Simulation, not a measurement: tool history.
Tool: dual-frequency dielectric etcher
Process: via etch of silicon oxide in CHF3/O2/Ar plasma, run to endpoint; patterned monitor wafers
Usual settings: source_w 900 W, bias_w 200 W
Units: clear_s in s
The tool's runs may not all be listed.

run,hour,source_w,bias_w,"incoming incoming film thickness, nm",clear_s
1,0,900,167,444.8,189.3
2,61.2,900,167,446.4,190.6
3,94.7,900,167,451.9,194.7
4,155.9,1050,167,446.4,183.9
5,199.5,1050,167,447.7,185.9
6,270.2,900,200,443.2,171.3
7,308.7,900,200,447.6,174.7
8,366.8,790,229,447.9,173.5
9,392.4,790,229,448.1,173.5
10,455.7,900,200,447.6,178.6
11,498.7,900,200,441.6,175.8
12,565,1010,173,447.1,184.7
13,600.3,1060,170,446.8,183.4
14,648.6,1060,170,441.5,181.4
15,686.1,900,200,441.1,179.4
16,743,1110,241,448.3,154.5
17,768.5,1020,177,444.9,177.5
18,884.2,750,245,451.5,174
19,928.8,1070,170,441.3,179.5
20,961.5,690,180,449,202.8
21,989.1,1070,239,447.5,159.9
22,1054.1,1050,236,443.7,159.8
23,1135.8,1080,185,445.3,168.6
24,1152.4,900,200,442.7,171
25,1190,970,155,449.1,188.3
26,1364.5,830,236,442.2,166.8
27,1390,900,200,449.1,177.3
28,1449.7,1020,177,445.9,179.7
29,1503.5,790,229,443.1,173.8

Not shown: 6 entries that the log had between the listed runs. Between which runs, and how does the tool's hidden state differ before and after?
Between runs 5 and 6: wet clean of the chamber (hour 269.7)
  etch rate over this chamber's usual, %: -3.84 -> -0.171
  measured less the result without the state, clear_s: +7.1 -> +0.3 s
Between runs 12 and 13: bias power generator calibrated (hour 599.8)
  etch rate over this chamber's usual, %: -3.01 -> -3.35
  measured less the result without the state, clear_s: +5.6 -> +6.2 s
Between runs 15 and 16: wet clean of the chamber (hour 723.4)
  etch rate over this chamber's usual, %: -4.18 -> -0.964
  measured less the result without the state, clear_s: +7.5 -> +1.5 s
Between runs 19 and 20: source power generator calibrated (hour 941.2)
  etch rate over this chamber's usual, %: -2.75 -> -3.07
  measured less the result without the state, clear_s: +5 -> +6.2 s
Between runs 22 and 23: wet clean of the chamber (hour 1127.5); upper electrode replaced (hour 1135.3)
  etch rate over this chamber's usual, %: -3.96 -> 0.608
  measured less the result without the state, clear_s: +6.3 -> -1 s
